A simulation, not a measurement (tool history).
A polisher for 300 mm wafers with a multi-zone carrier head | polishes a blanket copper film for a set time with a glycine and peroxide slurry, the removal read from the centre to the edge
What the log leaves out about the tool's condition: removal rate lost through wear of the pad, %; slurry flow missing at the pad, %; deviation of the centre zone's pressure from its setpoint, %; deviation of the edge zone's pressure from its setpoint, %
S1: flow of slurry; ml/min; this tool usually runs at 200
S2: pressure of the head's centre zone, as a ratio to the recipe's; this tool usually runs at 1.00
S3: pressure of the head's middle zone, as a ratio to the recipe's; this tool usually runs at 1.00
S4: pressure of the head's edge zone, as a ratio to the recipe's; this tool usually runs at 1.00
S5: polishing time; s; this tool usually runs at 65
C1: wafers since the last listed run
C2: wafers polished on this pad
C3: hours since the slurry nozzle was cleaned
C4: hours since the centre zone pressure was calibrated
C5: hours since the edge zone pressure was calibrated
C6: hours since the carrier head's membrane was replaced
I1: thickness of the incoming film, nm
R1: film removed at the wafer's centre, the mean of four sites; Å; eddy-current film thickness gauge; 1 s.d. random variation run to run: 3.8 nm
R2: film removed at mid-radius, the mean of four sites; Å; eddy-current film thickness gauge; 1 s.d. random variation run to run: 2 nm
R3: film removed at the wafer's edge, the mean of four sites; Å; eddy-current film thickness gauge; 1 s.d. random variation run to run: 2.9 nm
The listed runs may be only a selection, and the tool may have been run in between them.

{"run": 1, "hour": 0.0, "S1": 200, "S2": 1.0, "S3": 1.0, "S4": 1.0, "S5": 65, "C1": 0, "C2": 689, "C3": 537.3, "C4": 344.2, "C5": 173.6, "C6": 844.6, "I1": 1265.1, "R1": 2488, "R2": 2658, "R3": 2845}
{"hour": 13.7, "done": "worn pad replaced by a new one"}
{"run": 2, "hour": 19.2, "S1": 200, "S2": 1.0, "S3": 1.0, "S4": 1.0, "S5": 65, "C1": 91, "C2": 32, "C3": 556.5, "C4": 363.4, "C5": 192.8, "C6": 863.8, "I1": 1301.4, "R1": 2482, "R2": 2669, "R3": 2774}
{"run": 3, "hour": 49.7, "S1": 200, "S2": 1.0, "S3": 1.0, "S4": 1.0, "S5": 65, "C1": 182, "C2": 215, "C3": 587.0, "C4": 393.9, "C5": 223.3, "C6": 894.3, "I1": 1299.3, "R1": 2491, "R2": 2653, "R3": 2810}
{"run": 4, "hour": 68.4, "S1": 200, "S2": 1.0, "S3": 1.0, "S4": 1.0, "S5": 65, "C1": 112, "C2": 327, "C3": 605.7, "C4": 412.6, "C5": 242.0, "C6": 913.0, "I1": 1312.9, "R1": 2501, "R2": 2649, "R3": 2776}
{"run": 5, "hour": 92.6, "S1": 200, "S2": 0.93, "S3": 1.0, "S4": 1.0, "S5": 65, "C1": 145, "C2": 472, "C3": 629.9, "C4": 436.8, "C5": 266.2, "C6": 937.2, "I1": 1306.0, "R1": 2280, "R2": 2644, "R3": 2854}
{"run": 6, "hour": 106.4, "S1": 200, "S2": 0.93, "S3": 1.0, "S4": 1.0, "S5": 65, "C1": 82, "C2": 555, "C3": 643.7, "C4": 450.6, "C5": 280.0, "C6": 951.0, "I1": 1290.1, "R1": 2263, "R2": 2676, "R3": 2817}
{"hour": 126.7, "done": "slurry nozzle cleaned"}
{"run": 7, "hour": 130.7, "S1": 200, "S2": 1.0, "S3": 1.0, "S4": 1.0, "S5": 65, "C1": 139, "C2": 695, "C3": 4.0, "C4": 474.9, "C5": 304.3, "C6": 975.3, "I1": 1275.3, "R1": 2382, "R2": 2683, "R3": 2745}
{"hour": 140.0, "done": "worn pad replaced by a new one"}
{"hour": 142.9, "done": "centre zone pressure recalibrated"}
{"run": 8, "hour": 160.2, "S1": 175, "S2": 1.0, "S3": 1.0, "S4": 1.0, "S5": 65, "C1": 140, "C2": 109, "C3": 33.5, "C4": 17.3, "C5": 333.8, "C6": 1004.8, "I1": 1260.1, "R1": 2648, "R2": 2616, "R3": 2767}
{"hour": 170.6, "done": "edge zone pressure recalibrated"}
{"run": 9, "hour": 183.9, "S1": 200, "S2": 1.0, "S3": 1.0, "S4": 1.0, "S5": 73, "C1": 130, "C2": 239, "C3": 57.2, "C4": 41.0, "C5": 13.3, "C6": 1028.5, "I1": 1280.8, "R1": 3058, "R2": 2996, "R3": 3172}
{"run": 10, "hour": 215.8, "S1": 160, "S2": 1.11, "S3": 0.91, "S4": 1.0, "S5": 65, "C1": 191, "C2": 430, "C3": 89.1, "C4": 72.9, "C5": 45.2, "C6": 1060.4, "I1": 1285.9, "R1": 2858, "R2": 2457, "R3": 2792}
{"run": 11, "hour": 234.2, "S1": 200, "S2": 1.0, "S3": 1.0, "S4": 1.07, "S5": 65, "C1": 110, "C2": 540, "C3": 107.5, "C4": 91.3, "C5": 63.6, "C6": 1078.8, "I1": 1282.3, "R1": 2594, "R2": 2619, "R3": 2916}
{"hour": 250.9, "done": "carrier head's membrane replaced by a new one"}
{"run": 12, "hour": 256.2, "S1": 260, "S2": 1.0, "S3": 0.93, "S4": 0.97, "S5": 87, "C1": 101, "C2": 642, "C3": 129.5, "C4": 113.3, "C5": 85.6, "C6": 5.3, "I1": 1269.8, "R1": 3556, "R2": 3476, "R3": 3743}
{"hour": 260.7, "done": "worn pad replaced by a new one"}
{"run": 13, "hour": 278.9, "S1": 230, "S2": 1.0, "S3": 1.11, "S4": 1.0, "S5": 65, "C1": 112, "C2": 109, "C3": 152.2, "C4": 136.0, "C5": 108.3, "C6": 28.0, "I1": 1271.0, "R1": 2684, "R2": 2876, "R3": 2823}
{"run": 14, "hour": 295.4, "S1": 200, "S2": 1.0, "S3": 1.0, "S4": 1.0, "S5": 79, "C1": 98, "C2": 208, "C3": 168.7, "C4": 152.5, "C5": 124.8, "C6": 44.5, "I1": 1265.1, "R1": 3155, "R2": 3234, "R3": 3317}
{"run": 15, "hour": 324.8, "S1": 200, "S2": 1.0, "S3": 1.0, "S4": 1.0, "S5": 65, "C1": 176, "C2": 384, "C3": 198.1, "C4": 181.9, "C5": 154.2, "C6": 73.9, "I1": 1295.3, "R1": 2584, "R2": 2673, "R3": 2747}
{"run": 16, "hour": 342.6, "S1": 160, "S2": 1.11, "S3": 0.91, "S4": 1.0, "S5": 65, "C1": 106, "C2": 491, "C3": 215.9, "C4": 199.7, "C5": 172.0, "C6": 91.7, "I1": 1299.3, "R1": 2861, "R2": 2464, "R3": 2750}
{"run": 17, "hour": 376.2, "S1": 200, "S2": 1.0, "S3": 1.11, "S4": 1.0, "S5": 65, "C1": 201, "C2": 692, "C3": 249.5, "C4": 233.3, "C5": 205.6, "C6": 125.3, "I1": 1288.7, "R1": 2637, "R2": 2847, "R3": 2785}

Below are 3 alternative next runs, each starting from the tool's condition after run 17. Predict each:
{"run": "A", "hour": 376.6, "S1": 200, "S2": 1.0, "S3": 1.0, "S4": 1.04, "S5": 65, "C1": 2, "C2": 694, "C3": 249.9, "C4": 233.7, "C5": 206.0, "C6": 125.7, "I1": 1277.9, "R1": "?", "R2": "?", "R3": "?"}
{"run": "B", "hour": 376.6, "S1": 135, "S2": 1.0, "S3": 1.0, "S4": 1.0, "S5": 58, "C1": 2, "C2": 694, "C3": 249.9, "C4": 233.7, "C5": 206.0, "C6": 125.7, "I1": 1277.9, "R1": "?", "R2": "?", "R3": "?"}
{"run": "C", "hour": 376.6, "S1": 200, "S2": 0.92, "S3": 1.0, "S4": 1.0, "S5": 65, "C1": 2, "C2": 694, "C3": 249.9, "C4": 233.7, "C5": 206.0, "C6": 125.7, "I1": 1277.9, "R1": "?", "R2": "?", "R3": "?"}

run=A R1=2553 R2=2659 R3=2809
run=B R1=2170 R2=2272 R3=2383
run=C R1=2346 R2=2660 R3=2756
Without the tool's hidden state the same runs would have given:
run=A R1=2685 R2=2658 R3=2809
run=B R1=2282 R2=2272 R3=2383
run=C R1=2468 R2=2660 R3=2756
